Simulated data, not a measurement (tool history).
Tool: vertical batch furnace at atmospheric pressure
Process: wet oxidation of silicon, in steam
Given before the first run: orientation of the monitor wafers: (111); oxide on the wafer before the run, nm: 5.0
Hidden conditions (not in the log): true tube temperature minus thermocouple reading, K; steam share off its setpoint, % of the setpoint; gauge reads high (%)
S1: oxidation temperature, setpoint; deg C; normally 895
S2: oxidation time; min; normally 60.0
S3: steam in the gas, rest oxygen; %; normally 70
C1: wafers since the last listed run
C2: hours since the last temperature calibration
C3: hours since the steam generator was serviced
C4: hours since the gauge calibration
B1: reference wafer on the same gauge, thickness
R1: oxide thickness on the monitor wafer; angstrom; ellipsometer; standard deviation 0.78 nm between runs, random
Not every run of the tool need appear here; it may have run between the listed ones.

run	day	S1	S2	S3	C1	C2	C3	C4	B1	R1
1	0.000	895	60.0	70	0	1051.6	1034.5	342.9	179.71	1651.1
# day 0.867: gauge calibrated
2	1.217	895	60.0	70	288	1080.8	1063.7	8.4	176.40	1622.6
3	2.221	895	60.0	70	238	1104.9	1087.8	32.5	176.83	1630.8
4	4.012	895	60.0	70	425	1147.9	1130.8	75.5	176.90	1629.1
5	4.988	895	60.0	70	231	1171.3	1154.2	98.9	176.52	1644.4
6	5.542	895	60.0	78	131	1184.6	1167.5	112.2	176.87	1787.1
7	6.512	895	46.0	70	230	1207.9	1190.8	135.5	176.82	1310.1
8	7.475	895	46.0	70	228	1231.0	1213.9	158.6	177.05	1322.7
9	8.729	895	46.0	70	297	1261.1	1244.0	188.7	177.39	1307.6
10	10.167	895	60.0	70	341	1295.6	1278.5	223.2	177.42	1661.1
11	11.042	895	60.0	70	207	1316.6	1299.5	244.2	177.71	1647.5
12	11.796	910	52.5	81	179	1334.7	1317.6	262.3	177.97	1983.5
13	12.517	912	60.0	70	171	1352.0	1334.9	279.6	178.15	2000.3
# day 14.375: thermocouples replaced and temperature profile calibrated
14	14.396	895	46.0	70	208	0.5	1380.0	324.7	178.21	1322.5
# day 15.454: steam generator serviced
15	15.475	895	60.0	70	18	26.4	0.5	350.6	178.79	1655.4
16	16.067	876	46.0	70	140	40.6	14.7	364.8	178.93	1028.0

What will run 17 give?
# day 18.204: gauge calibrated
17	18.779	895	37.5	67	643	105.7	79.8	13.8	?	?

Run 17 yielded B1 176.60, R1 1054.1 angstrom.
If the tool had no hidden condition, the same run with the same run-to-run variation would have returned R1 1055.9 angstrom.
